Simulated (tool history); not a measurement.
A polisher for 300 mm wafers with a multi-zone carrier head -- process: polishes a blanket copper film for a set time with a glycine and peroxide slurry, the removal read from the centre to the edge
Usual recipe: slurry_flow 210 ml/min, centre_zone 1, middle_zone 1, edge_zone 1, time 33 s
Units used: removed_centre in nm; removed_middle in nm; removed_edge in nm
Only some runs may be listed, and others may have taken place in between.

| run | hour | slurry_flow | centre_zone | middle_zone | edge_zone | time | incoming thickness of the incoming film, nm | removed_centre | removed_middle | removed_edge |
|---|---|---|---|---|---|---|---|---|---|---|
| 1 | 0 | 210 | 1 | 1 | 0.95 | 33 | 1340.7 | 117.9 | 129.6 | 135 |
|  | 0 | slurry nozzle cleaned |
|  | 36.7 | worn pad replaced by a new one |
|  | 89.1 | edge zone pressure recalibrated |
| 2 | 97.5 | 210 | 1 | 1 | 0.95 | 33 | 1312.1 | 123.7 | 138.1 | 139.7 |
| 3 | 192.5 | 210 | 1 | 1 | 0.95 | 33 | 1312.1 | 119.8 | 136.2 | 136.2 |
| 4 | 236 | 260 | 1 | 1 | 1 | 33 | 1347 | 126.2 | 140.9 | 144.1 |
|  | 296 | worn pad replaced by a new one |
|  | 300.8 | slurry nozzle cleaned |
| 5 | 309 | 260 | 1 | 1 | 1 | 33 | 1330.4 | 136.7 | 152.1 | 151.5 |
| 6 | 397.5 | 210 | 1 | 1 | 1 | 33 | 1330.5 | 120.1 | 135.1 | 140.8 |
| 7 | 481.2 | 210 | 1 | 1 | 1 | 33 | 1301.6 | 115.4 | 130.4 | 138.1 |
|  | 524 | worn pad replaced by a new one |
| 8 | 535.8 | 210 | 1 | 1 | 1 | 33 | 1320.4 | 113.6 | 129.7 | 136 |
|  | 566.3 | slurry nozzle cleaned |
| 9 | 576.9 | 210 | 1 | 1 | 1 | 33 | 1312.8 | 130.6 | 144.9 | 148.6 |
|  | 616.6 | centre zone pressure recalibrated |
| 10 | 664.6 | 210 | 0.92 | 1 | 1 | 33 | 1329.8 | 126.3 | 137.6 | 143.4 |
| 11 | 722 | 245 | 1 | 1 | 0.94 | 43 | 1307.2 | 176.8 | 179.5 | 185.1 |
|  | 779.6 | worn pad replaced by a new one |
|  | 807.3 | slurry nozzle cleaned |
| 12 | 809.2 | 165 | 0.88 | 1 | 0.89 | 33 | 1309.9 | 121.7 | 140.9 | 138.9 |
| 13 | 880 | 255 | 1 | 1.12 | 1 | 33 | 1311.2 | 139.6 | 153.6 | 146.8 |
|  | 903.4 | edge zone pressure recalibrated |
| 14 | 975 | 210 | 1 | 1 | 1 | 33 | 1333.6 | 128.2 | 135 | 138.9 |
|  | 1005.4 | carrier head's membrane replaced by a new one |
| 15 | 1016.1 | 210 | 1 | 1 | 1.11 | 33 | 1315.5 | 125.2 | 133.7 | 148 |
|  | 1028.4 | worn pad replaced by a new one |
|  | 1036.8 | slurry nozzle cleaned |
| 16 | 1098.3 | 250 | 1 | 1 | 1 | 43 | 1311.7 | 176.5 | 184 | 191.4 |
| 17 | 1187.8 | 210 | 1 | 1 | 1 | 33 | 1305.8 | 119.4 | 131.4 | 138.9 |
| 18 | 1263.5 | 210 | 1 | 0.95 | 1 | 37 | 1308.6 | 130 | 140.3 | 154.6 |
|  | 1266.4 | slurry nozzle cleaned |
|  | 1306.5 | worn pad replaced by a new one |
| 19 | 1317.2 | 210 | 1 | 1 | 0.93 | 33 | 1303.8 | 130.6 | 139.9 | 141.2 |

5 options for the next run, each taken on its own from the tool as it stands now. Forecast them:
| A | 1317.6 | 210 | 1 | 1 | 1 | 33 | 1320.9 | ? | ? | ? |
| B | 1317.6 | 210 | 1.09 | 0.92 | 0.96 | 33 | 1320.9 | ? | ? | ? |
| C | 1317.6 | 210 | 1 | 0.94 | 1 | 33 | 1320.9 | ? | ? | ? |
| D | 1317.6 | 210 | 1 | 1.04 | 1 | 33 | 1320.9 | ? | ? | ? |
| E | 1317.6 | 210 | 1 | 1 | 1.08 | 33 | 1320.9 | ? | ? | ? |

| run | removed_centre | removed_middle | removed_edge |
|---|---|---|---|
| A | 131.4 | 140.2 | 144 |
| B | 143.3 | 134 | 141.5 |
| C | 131.4 | 135.6 | 144.1 |
| D | 131.4 | 143.3 | 144 |
| E | 131.4 | 140.2 | 149.3 |
Without the tool's hidden state the same runs would have given:
| run | removed_centre | removed_middle | removed_edge |
|---|---|---|---|
| A | 147.1 | 145.8 | 148.3 |
| B | 160.4 | 139.4 | 145.7 |
| C | 147.1 | 141.1 | 148.4 |
| D | 147.1 | 149 | 148.2 |
| E | 147.1 | 145.8 | 153.7 |

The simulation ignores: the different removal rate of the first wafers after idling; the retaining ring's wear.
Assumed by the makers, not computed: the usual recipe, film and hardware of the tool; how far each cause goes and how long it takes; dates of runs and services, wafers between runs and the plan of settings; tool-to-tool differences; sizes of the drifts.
